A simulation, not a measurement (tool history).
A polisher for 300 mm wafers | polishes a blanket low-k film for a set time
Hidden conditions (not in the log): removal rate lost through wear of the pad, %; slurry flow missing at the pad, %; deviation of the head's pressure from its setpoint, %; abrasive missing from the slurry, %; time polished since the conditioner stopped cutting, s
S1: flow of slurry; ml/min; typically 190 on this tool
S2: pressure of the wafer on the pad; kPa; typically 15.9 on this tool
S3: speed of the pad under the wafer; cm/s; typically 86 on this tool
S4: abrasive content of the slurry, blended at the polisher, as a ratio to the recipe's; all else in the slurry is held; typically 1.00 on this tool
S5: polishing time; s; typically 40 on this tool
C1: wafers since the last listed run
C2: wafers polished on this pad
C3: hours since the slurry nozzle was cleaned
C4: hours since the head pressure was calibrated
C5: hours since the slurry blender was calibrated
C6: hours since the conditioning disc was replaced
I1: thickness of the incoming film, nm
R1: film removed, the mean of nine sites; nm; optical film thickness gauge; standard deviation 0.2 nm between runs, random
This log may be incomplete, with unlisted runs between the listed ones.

run 1 hour=0.0 | S1=190 S2=15.9 S3=86 S4=1.00 S5=40 | C1=0 C2=315 C3=571.9 C4=803.9 C5=36.1 C6=207.9 | I1=782.7 | R1=19.1
run 2 hour=15.9 | S1=190 S2=15.9 S3=86 S4=1.00 S5=40 | C1=171 C2=486 C3=587.8 C4=819.8 C5=52.0 C6=223.8 | I1=776.4 | R1=19.3
run 3 hour=23.7 | S1=190 S2=15.9 S3=86 S4=1.00 S5=40 | C1=83 C2=570 C3=595.6 C4=827.6 C5=59.8 C6=231.6 | I1=782.1 | R1=19.2
run 4 hour=34.9 | S1=190 S2=15.9 S3=86 S4=1.00 S5=40 | C1=120 C2=691 C3=606.8 C4=838.8 C5=71.0 C6=242.8 | I1=773.0 | R1=18.8
run 5 hour=46.4 | S1=190 S2=14.5 S3=86 S4=1.00 S5=40 | C1=123 C2=814 C3=618.3 C4=850.3 C5=82.5 C6=254.3 | I1=772.3 | R1=17.0
run 6 hour=56.3 | S1=190 S2=15.9 S3=86 S4=1.00 S5=40 | C1=106 C2=921 C3=628.2 C4=860.2 C5=92.4 C6=264.2 | I1=794.1 | R1=18.6
run 7 hour=72.0 | S1=145 S2=15.9 S3=86 S4=1.00 S5=36 | C1=168 C2=1090 C3=643.9 C4=875.9 C5=108.1 C6=279.9 | I1=784.4 | R1=16.1
-- hour=85.6 conditioning disc replaced and pad reconditioned
run 8 hour=89.1 | S1=190 S2=15.9 S3=86 S4=0.85 S5=40 | C1=162 C2=1252 C3=661.0 C4=893.0 C5=125.2 C6=3.5 | I1=776.8 | R1=17.4
-- hour=94.1 worn pad replaced by a new one
run 9 hour=98.4 | S1=190 S2=15.9 S3=86 S4=0.85 S5=40 | C1=57 C2=46 C3=670.3 C4=902.3 C5=134.5 C6=12.8 | I1=766.5 | R1=16.7
run 10 hour=111.3 | S1=190 S2=15.9 S3=86 S4=1.00 S5=40 | C1=138 C2=185 C3=683.2 C4=915.2 C5=147.4 C6=25.7 | I1=778.3 | R1=18.5
run 11 hour=127.8 | S1=190 S2=15.9 S3=86 S4=1.00 S5=40 | C1=177 C2=362 C3=699.7 C4=931.7 C5=163.9 C6=42.2 | I1=781.8 | R1=18.2
-- hour=139.0 slurry nozzle cleaned
run 12 hour=149.7 | S1=190 S2=15.9 S3=86 S4=1.00 S5=40 | C1=224 C2=587 C3=10.7 C4=953.6 C5=185.8 C6=64.1 | I1=777.5 | R1=18.1
run 13 hour=159.6 | S1=235 S2=15.9 S3=86 S4=1.00 S5=44 | C1=106 C2=694 C3=20.6 C4=963.5 C5=195.7 C6=74.0 | I1=771.0 | R1=20.1
-- hour=190.6 head pressure recalibrated
run 14 hour=205.3 | S1=190 S2=15.9 S3=94 S4=1.00 S5=48 | C1=470 C2=1164 C3=66.3 C4=14.7 C5=241.4 C6=119.7 | I1=780.7 | R1=26.6
-- hour=212.7 worn pad replaced by a new one
run 15 hour=220.8 | S1=190 S2=15.9 S3=86 S4=1.00 S5=40 | C1=123 C2=87 C3=81.8 C4=30.2 C5=256.9 C6=135.2 | I1=772.3 | R1=21.0
-- hour=242.0 slurry blender recalibrated
run 16 hour=258.6 | S1=140 S2=12.4 S3=104 S4=1.00 S5=40 | C1=385 C2=472 C3=119.6 C4=68.0 C5=16.6 C6=173.0 | I1=773.2 | R1=18.0
run 17 hour=273.7 | S1=190 S2=20.0 S3=86 S4=1.00 S5=40 | C1=162 C2=634 C3=134.7 C4=83.1 C5=31.7 C6=188.1 | I1=763.4 | R1=26.0
-- hour=306.5 worn pad replaced by a new one
run 18 hour=309.7 | S1=190 S2=15.9 S3=86 S4=1.20 S5=40 | C1=344 C2=34 C3=170.7 C4=119.1 C5=67.7 C6=224.1 | I1=775.8 | R1=22.6
run 19 hour=320.2 | S1=190 S2=15.9 S3=86 S4=1.15 S5=40 | C1=112 C2=147 C3=181.2 C4=129.6 C5=78.2 C6=234.6 | I1=774.4 | R1=22.4
run 20 hour=336.1 | S1=190 S2=15.9 S3=86 S4=1.00 S5=40 | C1=171 C2=318 C3=197.1 C4=145.5 C5=94.1 C6=250.5 | I1=779.9 | R1=20.4
run 21 hour=345.2 | S1=190 S2=15.9 S3=86 S4=1.00 S5=33 | C1=97 C2=416 C3=206.2 C4=154.6 C5=103.2 C6=259.6 | I1=793.2 | R1=17.0
run 22 hour=359.8 | S1=170 S2=11.0 S3=86 S4=1.10 S5=52 | C1=157 C2=573 C3=220.8 C4=169.2 C5=117.8 C6=274.2 | I1=787.7 | R1=19.2
-- hour=368.1 conditioning disc replaced and pad reconditioned
run 23 hour=376.7 | S1=220 S2=20.7 S3=58 S4=1.00 S5=40 | C1=160 C2=733 C3=237.7 C4=186.1 C5=134.7 C6=8.6 | I1=780.5 | R1=21.0
run 24 hour=391.7 | S1=150 S2=12.4 S3=96 S4=1.00 S5=48 | C1=161 C2=895 C3=252.7 C4=201.1 C5=149.7 C6=23.6 | I1=763.7 | R1=20.3
run 25 hour=401.7 | S1=165 S2=15.9 S3=70 S4=1.00 S5=40 | C1=107 C2=1002 C3=262.7 C4=211.1 C5=159.7 C6=33.6 | I1=790.2 | R1=17.4
-- hour=411.2 worn pad replaced by a new one
run 26 hour=413.7 | S1=190 S2=15.9 S3=86 S4=1.00 S5=33 | C1=86 C2=27 C3=274.7 C4=223.1 C5=171.7 C6=45.6 | I1=785.7 | R1=17.4

Consider 4 possible next runs. They are alternatives, not a sequence: every one starts from the tool as it was left by run 26. What does each give?
run A hour=414.1 | S1=190 S2=15.9 S3=86 S4=1.00 S5=50 | C1=4 C2=31 C3=275.1 C4=223.5 C5=172.1 C6=46.0 | I1=767.9 | R1=?
run B hour=414.1 | S1=170 S2=19.3 S3=100 S4=1.00 S5=40 | C1=4 C2=31 C3=275.1 C4=223.5 C5=172.1 C6=46.0 | I1=767.9 | R1=?
run C hour=414.1 | S1=190 S2=11.7 S3=86 S4=1.00 S5=29 | C1=4 C2=31 C3=275.1 C4=223.5 C5=172.1 C6=46.0 | I1=767.9 | R1=?
run D hour=414.1 | S1=190 S2=15.9 S3=104 S4=1.00 S5=40 | C1=4 C2=31 C3=275.1 C4=223.5 C5=172.1 C6=46.0 | I1=767.9 | R1=?

run=A R1=25.7
run=B R1=27.5
run=C R1=11.0
run=D R1=23.5
What these runs would have given with no unlogged condition in the tool:
run=A R1=25.5
run=B R1=27.3
run=C R1=10.9
run=D R1=23.3

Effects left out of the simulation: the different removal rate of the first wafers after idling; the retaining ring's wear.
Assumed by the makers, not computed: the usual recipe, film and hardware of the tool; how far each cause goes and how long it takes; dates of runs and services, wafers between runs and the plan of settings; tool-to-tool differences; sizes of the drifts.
